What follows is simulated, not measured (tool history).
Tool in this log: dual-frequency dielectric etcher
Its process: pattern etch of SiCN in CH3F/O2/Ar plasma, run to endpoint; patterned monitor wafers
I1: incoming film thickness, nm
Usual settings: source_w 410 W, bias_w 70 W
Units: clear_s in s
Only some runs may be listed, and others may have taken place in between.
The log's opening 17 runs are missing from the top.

-- hour=1122.9 source power generator calibrated
-- hour=1156.7 wet clean of the chamber
run 18 hour=1163.5 | source_w=340 bias_w=84 | I1=10.16 | clear_s=27.6
run 19 hour=1269.7 | source_w=470 bias_w=70 | I1=10.13 | clear_s=27.3
run 20 hour=1372.5 | source_w=410 bias_w=70 | I1=10.22 | clear_s=28.7
-- hour=1397.5 upper electrode replaced
run 21 hour=1438.2 | source_w=480 bias_w=58 | I1=10.14 | clear_s=29.9
run 22 hour=1520.7 | source_w=450 bias_w=79 | I1=10.21 | clear_s=25.9
run 23 hour=1619.5 | source_w=320 bias_w=55 | I1=10.20 | clear_s=34.9
run 24 hour=1692.5 | source_w=480 bias_w=82 | I1=10.26 | clear_s=25.0
-- hour=1781.8 wet clean of the chamber
run 25 hour=1792.0 | source_w=450 bias_w=54 | I1=10.18 | clear_s=31.9
run 26 hour=1894.8 | source_w=410 bias_w=70 | I1=10.18 | clear_s=28.7
run 27 hour=1993.8 | source_w=410 bias_w=70 | I1=10.32 | clear_s=29.1
run 28 hour=2061.6 | source_w=350 bias_w=63 | I1=10.25 | clear_s=31.8
run 29 hour=2166.0 | source_w=450 bias_w=81 | I1=10.20 | clear_s=25.7
run 30 hour=2235.4 | source_w=410 bias_w=70 | I1=10.34 | clear_s=28.7
run 31 hour=2329.2 | source_w=330 bias_w=57 | I1=10.15 | clear_s=33.8
run 32 hour=2375.9 | source_w=450 bias_w=61 | I1=10.11 | clear_s=29.4
-- hour=2426.0 wet clean of the chamber
run 33 hour=2426.5 | source_w=340 bias_w=76 | I1=10.26 | clear_s=29.4
run 34 hour=2501.3 | source_w=500 bias_w=58 | I1=10.25 | clear_s=30.0
run 35 hour=2547.5 | source_w=320 bias_w=70 | I1=10.32 | clear_s=31.4
run 36 hour=2634.8 | source_w=440 bias_w=84 | I1=10.19 | clear_s=25.5

Alternative continuations, all from the tool just after run 36; predict every row:
run A hour=2635.2 | source_w=410 bias_w=65 | I1=10.20 | clear_s=?
run B hour=2635.2 | source_w=410 bias_w=81 | I1=10.20 | clear_s=?
run C hour=2635.2 | source_w=410 bias_w=83 | I1=10.20 | clear_s=?

run=A clear_s=29.7
run=B clear_s=26.5
run=C clear_s=26.2
Take away the tool's hidden state, keep each run's random variation, and the runs would have read:
run=A clear_s=29.8
run=B clear_s=26.6
run=C clear_s=26.3
